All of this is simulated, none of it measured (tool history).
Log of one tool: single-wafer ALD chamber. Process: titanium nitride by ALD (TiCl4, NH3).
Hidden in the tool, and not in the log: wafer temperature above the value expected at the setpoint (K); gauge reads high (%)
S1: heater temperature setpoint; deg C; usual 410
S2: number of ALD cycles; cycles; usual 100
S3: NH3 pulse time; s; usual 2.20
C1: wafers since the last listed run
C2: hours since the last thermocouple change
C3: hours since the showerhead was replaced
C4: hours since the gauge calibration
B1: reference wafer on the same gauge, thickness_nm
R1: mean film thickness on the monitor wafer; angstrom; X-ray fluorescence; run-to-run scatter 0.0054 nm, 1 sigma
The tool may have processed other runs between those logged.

| run | hour | S1 | S2 | S3 | C1 | C2 | C3 | C4 | B1 | R1 |
|---|---|---|---|---|---|---|---|---|---|---|
| 1 | 0.0 | 410 | 100 | 2.20 | 0 | 1401.2 | 3984.4 | 164.5 | 2.536 | 21.81 |
| 2 | 17.8 | 410 | 100 | 2.20 | 32 | 1419.0 | 4002.2 | 182.3 | 2.543 | 21.78 |
| 3 | 35.7 | 410 | 100 | 2.20 | 32 | 1436.9 | 4020.1 | 200.2 | 2.540 | 21.77 |
| 4 | 50.2 | 410 | 100 | 2.20 | 26 | 1451.4 | 4034.6 | 214.7 | 2.539 | 21.84 |
| 5 | 58.8 | 410 | 100 | 2.20 | 15 | 1460.0 | 4043.2 | 223.3 | 2.540 | 21.75 |
| 6 | 70.8 | 410 | 100 | 2.20 | 21 | 1472.0 | 4055.2 | 235.3 | 2.540 | 21.87 |
| 7 | 82.3 | 410 | 100 | 2.20 | 21 | 1483.5 | 4066.7 | 246.8 | 2.538 | 21.76 |
| 8 | 93.5 | 410 | 100 | 2.20 | 20 | 1494.7 | 4077.9 | 258.0 | 2.540 | 21.73 |
| 9 | 101.2 | 410 | 100 | 2.90 | 14 | 1502.4 | 4085.6 | 265.7 | 2.539 | 21.98 |
| 10 | 108.8 | 410 | 100 | 2.90 | 13 | 1510.0 | 4093.2 | 273.3 | 2.542 | 21.88 |
| 11 | 116.4 | 410 | 100 | 2.90 | 13 | 1517.6 | 4100.8 | 280.9 | 2.540 | 21.96 |
| 12 | 131.9 | 410 | 100 | 2.20 | 28 | 1533.1 | 4116.3 | 296.4 | 2.543 | 21.77 |
| 13 | 144.1 | 410 | 100 | 2.20 | 22 | 1545.3 | 4128.5 | 308.6 | 2.540 | 21.81 |
| 14 | 159.3 | 416 | 100 | 2.20 | 27 | 1560.5 | 4143.7 | 323.8 | 2.542 | 21.91 |
| 15 | 171.8 | 416 | 100 | 2.20 | 22 | 1573.0 | 4156.2 | 336.3 | 2.538 | 21.76 |
| 16 | 182.7 | 407 | 96 | 2.20 | 19 | 1583.9 | 4167.1 | 347.2 | 2.544 | 20.99 |
| 17 | 198.2 | 407 | 96 | 2.20 | 28 | 1599.4 | 4182.6 | 362.7 | 2.536 | 20.88 |
| 18 | 215.2 | 407 | 96 | 2.20 | 31 | 1616.4 | 4199.6 | 379.7 | 2.542 | 21.02 |
|  | 223.6 | showerhead replaced |
| 19 | 225.7 | 398 | 100 | 1.88 | 4 | 1626.9 | 2.1 | 390.2 | 2.542 | 21.42 |
| 20 | 231.9 | 410 | 100 | 2.20 | 11 | 1633.1 | 8.3 | 396.4 | 2.539 | 21.74 |
| 21 | 249.1 | 398 | 106 | 1.92 | 31 | 1650.3 | 25.5 | 413.6 | 2.541 | 22.75 |
| 22 | 255.9 | 410 | 100 | 1.48 | 12 | 1657.1 | 32.3 | 420.4 | 2.539 | 21.42 |
| 23 | 262.2 | 424 | 91 | 1.65 | 11 | 1663.4 | 38.6 | 426.7 | 2.538 | 19.64 |
|  | 280.7 | thermocouple changed; heater temperature recalibrated |
| 24 | 281.2 | 407 | 96 | 2.20 | 20 | 0.5 | 57.6 | 445.7 | 2.544 | 20.89 |
| 25 | 284.7 | 418 | 87 | 1.67 | 6 | 4.0 | 61.1 | 449.2 | 2.541 | 18.86 |
| 26 | 294.3 | 410 | 114 | 2.99 | 17 | 13.6 | 70.7 | 458.8 | 2.540 | 25.14 |
| 27 | 309.7 | 410 | 100 | 2.20 | 28 | 29.0 | 86.1 | 474.2 | 2.540 | 21.81 |
| 28 | 325.8 | 397 | 94 | 2.20 | 29 | 45.1 | 102.2 | 490.3 | 2.543 | 20.31 |
| 29 | 336.7 | 395 | 110 | 2.73 | 19 | 56.0 | 113.1 | 501.2 | 2.538 | 23.99 |
| 30 | 350.2 | 405 | 84 | 1.76 | 24 | 69.5 | 126.6 | 514.7 | 2.542 | 18.12 |
|  | 353.2 | gauge calibrated |
| 31 | 372.6 | 410 | 100 | 2.20 | 40 | 91.9 | 149.0 | 19.4 | 2.543 | 21.71 |
| 32 | 388.6 | 410 | 100 | 2.20 | 29 | 107.9 | 165.0 | 35.4 | 2.540 | 21.76 |
| 33 | 405.1 | 424 | 109 | 1.55 | 30 | 124.4 | 181.5 | 51.9 | 2.541 | 23.50 |
| 34 | 412.2 | 421 | 84 | 2.20 | 12 | 131.5 | 188.6 | 59.0 | 2.539 | 18.39 |
| 35 | 453.5 | 400 | 85 | 2.82 | 75 | 172.8 | 229.9 | 100.3 | 2.538 | 18.64 |
| 36 | 463.2 | 415 | 100 | 1.88 | 17 | 182.5 | 239.6 | 110.0 | 2.537 | 21.67 |
| 37 | 471.7 | 410 | 100 | 2.20 | 15 | 191.0 | 248.1 | 118.5 | 2.538 | 21.79 |
| 38 | 481.9 | 410 | 106 | 1.76 | 18 | 201.2 | 258.3 | 128.7 | 2.538 | 22.88 |
| 39 | 496.5 | 395 | 114 | 1.93 | 26 | 215.8 | 272.9 | 143.3 | 2.542 | 24.50 |
| 40 | 508.1 | 410 | 100 | 2.20 | 21 | 227.4 | 284.5 | 154.9 | 2.543 | 21.74 |
| 41 | 517.5 | 414 | 100 | 2.20 | 17 | 236.8 | 293.9 | 164.3 | 2.539 | 21.90 |

Hidden state at the last listed run before each entry between runs and at the first one after, where it differs:
In the gap between runs 18 and 19: showerhead replaced (hour 223.6)
  the hidden state is the same at both runs
In the gap between runs 23 and 24: thermocouple changed; heater temperature recalibrated (hour 280.7)
  the hidden state is the same at both runs
In the gap between runs 30 and 31: gauge calibrated (hour 353.2)
  the hidden state is the same at both runs
